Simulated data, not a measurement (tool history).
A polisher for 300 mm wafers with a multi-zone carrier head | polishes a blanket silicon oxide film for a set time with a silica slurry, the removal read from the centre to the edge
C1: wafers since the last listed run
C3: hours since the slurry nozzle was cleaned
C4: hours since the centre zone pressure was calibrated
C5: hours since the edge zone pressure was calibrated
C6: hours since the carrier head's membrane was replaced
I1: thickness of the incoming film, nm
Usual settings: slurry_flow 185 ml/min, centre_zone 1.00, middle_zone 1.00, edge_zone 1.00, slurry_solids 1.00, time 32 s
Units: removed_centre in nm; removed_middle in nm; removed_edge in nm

Run 1, day 0.000: usual settings but edge_zone 1.12; C1 0; wafers polished on this pad 4361; C3 28.2; C4 593.6; C5 781.6; C6 703.5; I1 1875.0. Result: removed_centre 57.2 nm, removed_middle 55.4 nm, removed_edge 59.0 nm.
At day 0.838: worn pad replaced by a new one.
Run 2, day 1.842: usual settings but edge_zone 0.89, slurry_solids 1.20; C1 280; wafers polished on this pad 167; C3 72.4; C4 637.8; C5 825.8; C6 747.7; I1 1861.8. Result: removed_centre 70.3 nm, removed_middle 65.9 nm, removed_edge 61.9 nm.
Run 3, day 9.783: usual settings but centre_zone 1.09, edge_zone 1.04; C1 1330; wafers polished on this pad 1498; C3 263.0; C4 828.4; C5 1016.4; C6 938.3; I1 1873.5. Result: removed_centre 68.3 nm, removed_middle 59.6 nm, removed_edge 60.2 nm.
Run 4, day 12.412: usual settings; C1 440; wafers polished on this pad 1939; C3 326.1; C4 891.5; C5 1079.5; C6 1001.4; I1 1846.4. Result: removed_centre 63.9 nm, removed_middle 58.3 nm, removed_edge 58.8 nm.
At day 15.129: carrier head's membrane replaced by a new one.
Run 5, day 16.738: usual settings; C1 689; wafers polished on this pad 2629; C3 429.9; C4 995.3; C5 1183.3; C6 38.6; I1 1860.6. Result: removed_centre 63.9 nm, removed_middle 57.2 nm, removed_edge 58.3 nm.
At day 16.850: edge zone pressure recalibrated.
Run 6, day 20.058: usual settings but slurry_flow 220 ml/min, edge_zone 1.09, slurry_solids 0.80; C1 542; wafers polished on this pad 3171; C3 509.6; C4 1075.0; C5 77.0; C6 118.3; I1 1900.5. Result: removed_centre 52.0 nm, removed_middle 49.6 nm, removed_edge 50.2 nm.
Run 7, day 24.454: usual settings; C1 736; wafers polished on this pad 3908; C3 615.1; C4 1180.5; C5 182.5; C6 223.8; I1 1886.5. Result: removed_centre 58.4 nm, removed_middle 54.6 nm, removed_edge 53.8 nm.
Run 8, day 26.358: usual settings; C1 319; wafers polished on this pad 4227; C3 660.8; C4 1226.2; C5 228.2; C6 269.5; I1 1853.1. Result: removed_centre 59.5 nm, removed_middle 54.2 nm, removed_edge 53.3 nm.
At day 27.829: centre zone pressure recalibrated.
Run 9, day 30.662: usual settings but slurry_solids 0.90; C1 707; wafers polished on this pad 4935; C3 764.1; C4 68.0; C5 331.5; C6 372.8; I1 1850.3. Result: removed_centre 47.8 nm, removed_middle 48.6 nm, removed_edge 49.7 nm.
At day 30.975: slurry nozzle cleaned.
At day 32.938: worn pad replaced by a new one.
Run 10, day 34.204: usual settings but centre_zone 0.97, slurry_solids 0.90; C1 558; wafers polished on this pad 212; C3 77.5; C4 153.0; C5 416.5; C6 457.8; I1 1879.6. Result: removed_centre 53.7 nm, removed_middle 55.0 nm, removed_edge 55.5 nm.
Run 11, day 35.779: usual settings but slurry_solids 1.15; C1 263; wafers polished on this pad 476; C3 115.3; C4 190.8; C5 454.3; C6 495.6; I1 1854.6. Result: removed_centre 65.8 nm, removed_middle 65.1 nm, removed_edge 64.3 nm.
Run 12, day 37.904: usual settings; C1 356; wafers polished on this pad 832; C3 166.3; C4 241.8; C5 505.3; C6 546.6; I1 1865.4. Result: removed_centre 59.3 nm, removed_middle 59.5 nm, removed_edge 57.5 nm.
Run 13, day 44.442: usual settings but centre_zone 0.95, middle_zone 0.94; C1 1095; wafers polished on this pad 1927; C3 323.2; C4 398.7; C5 662.2; C6 703.5; I1 1847.3. Result: removed_centre 57.6 nm, removed_middle 54.8 nm, removed_edge 58.3 nm.

The next listed run, before its measurement:
Run 14, day 46.833: usual settings but slurry_flow 150 ml/min; C1 400; wafers polished on this pad 2328; C3 380.6; C4 456.1; C5 719.6; C6 760.9; I1 1880.5. Result: removed_centre ?, removed_middle ?, removed_edge ?.

{"run 14": {"removed_centre": 57.6, "removed_middle": 55.7, "removed_edge": 55.5}}
Without the tool's hidden state the same run would have given removed_centre 56.1 nm, removed_middle 58.7 nm, removed_edge 58.5 nm.

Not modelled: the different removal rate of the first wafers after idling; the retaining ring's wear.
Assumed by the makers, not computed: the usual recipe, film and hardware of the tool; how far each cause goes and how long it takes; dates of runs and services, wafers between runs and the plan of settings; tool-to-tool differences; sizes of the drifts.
